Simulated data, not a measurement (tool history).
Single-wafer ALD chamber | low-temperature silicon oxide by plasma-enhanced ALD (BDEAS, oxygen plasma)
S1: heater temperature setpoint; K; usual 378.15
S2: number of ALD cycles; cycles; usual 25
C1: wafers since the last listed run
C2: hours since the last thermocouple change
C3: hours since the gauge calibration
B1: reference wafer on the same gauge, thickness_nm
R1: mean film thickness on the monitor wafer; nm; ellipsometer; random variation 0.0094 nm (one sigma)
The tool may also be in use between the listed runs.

{"run": 1, "hour": 0.0, "S1": 378.15, "S2": 21, "C1": 0, "C2": 850.6, "C3": 544.2, "B1": 3.169, "R1": 2.713}
{"run": 2, "hour": 77.8, "S1": 378.15, "S2": 21, "C1": 653, "C2": 928.4, "C3": 622.0, "B1": 3.17, "R1": 2.712}
{"run": 3, "hour": 123.1, "S1": 378.15, "S2": 25, "C1": 380, "C2": 973.7, "C3": 667.3, "B1": 3.171, "R1": 3.241}
{"run": 4, "hour": 169.3, "S1": 378.15, "S2": 25, "C1": 387, "C2": 1019.9, "C3": 713.5, "B1": 3.172, "R1": 3.242}
{"run": 5, "hour": 259.4, "S1": 378.15, "S2": 25, "C1": 756, "C2": 1110.0, "C3": 803.6, "B1": 3.17, "R1": 3.234}
{"run": 6, "hour": 353.3, "S1": 370.15, "S2": 25, "C1": 788, "C2": 1203.9, "C3": 897.5, "B1": 3.168, "R1": 3.359}
{"run": 7, "hour": 445.2, "S1": 370.15, "S2": 25, "C1": 771, "C2": 1295.8, "C3": 989.4, "B1": 3.17, "R1": 3.345}
{"run": 8, "hour": 525.4, "S1": 370.15, "S2": 25, "C1": 673, "C2": 1376.0, "C3": 1069.6, "B1": 3.172, "R1": 3.359}
{"run": 9, "hour": 571.2, "S1": 378.15, "S2": 25, "C1": 384, "C2": 1421.8, "C3": 1115.4, "B1": 3.171, "R1": 3.225}
{"run": 10, "hour": 678.1, "S1": 378.15, "S2": 25, "C1": 897, "C2": 1528.7, "C3": 1222.3, "B1": 3.171, "R1": 3.254}
{"run": 11, "hour": 780.6, "S1": 378.15, "S2": 25, "C1": 860, "C2": 1631.2, "C3": 1324.8, "B1": 3.167, "R1": 3.25}
{"run": 12, "hour": 849.3, "S1": 378.15, "S2": 29, "C1": 576, "C2": 1699.9, "C3": 1393.5, "B1": 3.17, "R1": 3.795}
{"run": 13, "hour": 887.1, "S1": 378.15, "S2": 22, "C1": 317, "C2": 1737.7, "C3": 1431.3, "B1": 3.17, "R1": 2.858}
{"run": 14, "hour": 951.9, "S1": 378.15, "S2": 25, "C1": 544, "C2": 1802.5, "C3": 1496.1, "B1": 3.172, "R1": 3.257}
{"run": 15, "hour": 1009.4, "S1": 367.15, "S2": 29, "C1": 482, "C2": 1860.0, "C3": 1553.6, "B1": 3.17, "R1": 3.957}
{"run": 16, "hour": 1074.8, "S1": 388.15, "S2": 23, "C1": 549, "C2": 1925.4, "C3": 1619.0, "B1": 3.168, "R1": 2.934}
{"run": 17, "hour": 1123.8, "S1": 378.15, "S2": 25, "C1": 411, "C2": 1974.4, "C3": 1668.0, "B1": 3.171, "R1": 3.248}
{"run": 18, "hour": 1191.7, "S1": 368.15, "S2": 27, "C1": 570, "C2": 2042.3, "C3": 1735.9, "B1": 3.172, "R1": 3.685}
{"run": 19, "hour": 1243.3, "S1": 370.15, "S2": 20, "C1": 433, "C2": 2093.9, "C3": 1787.5, "B1": 3.172, "R1": 2.699}
{"run": 20, "hour": 1298.0, "S1": 378.15, "S2": 25, "C1": 459, "C2": 2148.6, "C3": 1842.2, "B1": 3.17, "R1": 3.248}
{"hour": 1399.0, "done": "gauge calibrated"}
{"run": 21, "hour": 1570.5, "S1": 385.15, "S2": 20, "C1": 2288, "C2": 2421.1, "C3": 171.5, "B1": 3.169, "R1": 2.559}
{"hour": 1641.8, "done": "thermocouple changed; heater temperature recalibrated"}
{"run": 22, "hour": 1677.4, "S1": 378.15, "S2": 29, "C1": 830, "C2": 35.6, "C3": 278.4, "B1": 3.171, "R1": 3.719}
{"run": 23, "hour": 1771.5, "S1": 368.15, "S2": 25, "C1": 790, "C2": 129.7, "C3": 372.5, "B1": 3.17, "R1": 3.335}
{"run": 24, "hour": 1866.6, "S1": 378.15, "S2": 27, "C1": 798, "C2": 224.8, "C3": 467.6, "B1": 3.17, "R1": 3.478}
{"run": 25, "hour": 1968.9, "S1": 364.15, "S2": 21, "C1": 859, "C2": 327.1, "C3": 569.9, "B1": 3.169, "R1": 2.85}
{"run": 26, "hour": 2008.9, "S1": 386.15, "S2": 25, "C1": 335, "C2": 367.1, "C3": 609.9, "B1": 3.171, "R1": 3.164}
{"run": 27, "hour": 2083.5, "S1": 374.15, "S2": 23, "C1": 626, "C2": 441.7, "C3": 684.5, "B1": 3.172, "R1": 2.991}
{"run": 28, "hour": 2170.9, "S1": 387.15, "S2": 25, "C1": 733, "C2": 529.1, "C3": 771.9, "B1": 3.171, "R1": 3.184}
{"run": 29, "hour": 2268.2, "S1": 384.15, "S2": 25, "C1": 817, "C2": 626.4, "C3": 869.2, "B1": 3.171, "R1": 3.192}

4 ways to go on from here, each from the tool as it stands after run 29. What would each give?
{"run": "A", "hour": 2268.6, "S1": 389.15, "S2": 25, "C1": 3, "C2": 626.8, "C3": 869.6, "B1": "?", "R1": "?"}
{"run": "B", "hour": 2268.6, "S1": 365.15, "S2": 30, "C1": 3, "C2": 626.8, "C3": 869.6, "B1": "?", "R1": "?"}
{"run": "C", "hour": 2268.6, "S1": 385.15, "S2": 21, "C1": 3, "C2": 626.8, "C3": 869.6, "B1": "?", "R1": "?"}
{"run": "D", "hour": 2268.6, "S1": 393.15, "S2": 27, "C1": 3, "C2": 626.8, "C3": 869.6, "B1": "?", "R1": "?"}

run=A B1=3.172 R1=3.164
run=B B1=3.172 R1=4.077
run=C B1=3.172 R1=2.680
run=D B1=3.172 R1=3.388
Without the tool's hidden state the same runs would have given:
run=A R1=3.149
run=B R1=4.040
run=C R1=2.667
run=D R1=3.372

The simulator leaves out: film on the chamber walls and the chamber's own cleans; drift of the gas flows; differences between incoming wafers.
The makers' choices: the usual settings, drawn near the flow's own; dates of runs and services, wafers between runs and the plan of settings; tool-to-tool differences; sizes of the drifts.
